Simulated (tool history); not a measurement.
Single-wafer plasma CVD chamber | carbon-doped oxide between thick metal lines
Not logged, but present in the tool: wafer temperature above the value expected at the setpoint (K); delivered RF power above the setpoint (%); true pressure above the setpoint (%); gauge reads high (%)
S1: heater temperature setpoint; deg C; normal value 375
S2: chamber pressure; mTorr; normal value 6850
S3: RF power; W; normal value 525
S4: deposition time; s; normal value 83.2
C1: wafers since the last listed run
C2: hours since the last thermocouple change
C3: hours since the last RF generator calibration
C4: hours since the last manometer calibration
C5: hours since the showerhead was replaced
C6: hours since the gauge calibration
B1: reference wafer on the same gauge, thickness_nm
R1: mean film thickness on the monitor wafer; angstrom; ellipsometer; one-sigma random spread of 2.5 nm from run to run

run	hour	S1	S2	S3	S4	C1	C2	C3	C4	C5	C6	B1	R1
1	0	366	6850	525	83.2	0	1664.1	1094.6	1533.3	6206.9	4.9	402.53	4551.54
2	34.4	366	6850	525	83.2	677	1698.5	1129	1567.7	6241.3	39.3	402.981	4602.64
3	64	375	7920	525	83.2	583	1728.1	1158.6	1597.3	6270.9	68.9	402.276	4565.82
4	76.8	375	7920	525	83.2	252	1740.9	1171.4	1610.1	6283.7	81.7	402.45	4578.9
# hour 91.1: RF generator calibrated
5	94.2	375	7920	525	83.2	185	1758.3	3.1	1627.5	6301.1	99.1	402.821	4542.31
6	106.8	375	6850	525	83.2	248	1770.9	15.7	1640.1	6313.7	111.7	402.643	4504.63
7	122.4	375	6850	525	83.2	307	1786.5	31.3	1655.7	6329.3	127.3	402.729	4488.35
8	140.5	375	6150	475	75.9	356	1804.6	49.4	1673.8	6347.4	145.4	403.45	3750.67
9	168	375	6150	475	75.9	541	1832.1	76.9	1701.3	6374.9	172.9	403.388	3768.9
10	195.3	375	8090	525	83.2	537	1859.4	104.2	1728.6	6402.2	200.2	403.746	4638.6
11	217.3	375	6850	560	97.6	433	1881.4	126.2	1750.6	6424.2	222.2	403.11	5491.81
12	234.8	375	6850	525	90.6	344	1898.9	143.7	1768.1	6441.7	239.7	401.988	4907.79
13	255.6	375	6850	525	73.4	409	1919.7	164.5	1788.9	6462.5	260.5	402.156	3985.59
14	285.7	375	6850	525	83.2	592	1949.8	194.6	1819	6492.6	290.6	402.809	4464.89
# hour 300.8: thermocouple changed; heater temperature recalibrated
15	316.5	375	5580	625	83.2	449	15.7	225.4	1849.8	6523.4	321.4	403.225	4824.99
16	370.1	369	6850	525	83.2	1055	69.3	279	1903.4	6577	375	402.746	4532.46
17	398.4	375	8360	435	71.2	557	97.6	307.3	1931.7	6605.3	403.3	403.665	3430.29

What will run 18 give?
18	418.5	375	7790	440	78.1	395	117.7	327.4	1951.8	6625.4	423.4	?	?

Run 18 gave B1 402.922, R1 3760.04 angstrom.
Were there no unlogged condition in the tool, this run, its random variation unchanged, would have produced R1 3760.04 angstrom.

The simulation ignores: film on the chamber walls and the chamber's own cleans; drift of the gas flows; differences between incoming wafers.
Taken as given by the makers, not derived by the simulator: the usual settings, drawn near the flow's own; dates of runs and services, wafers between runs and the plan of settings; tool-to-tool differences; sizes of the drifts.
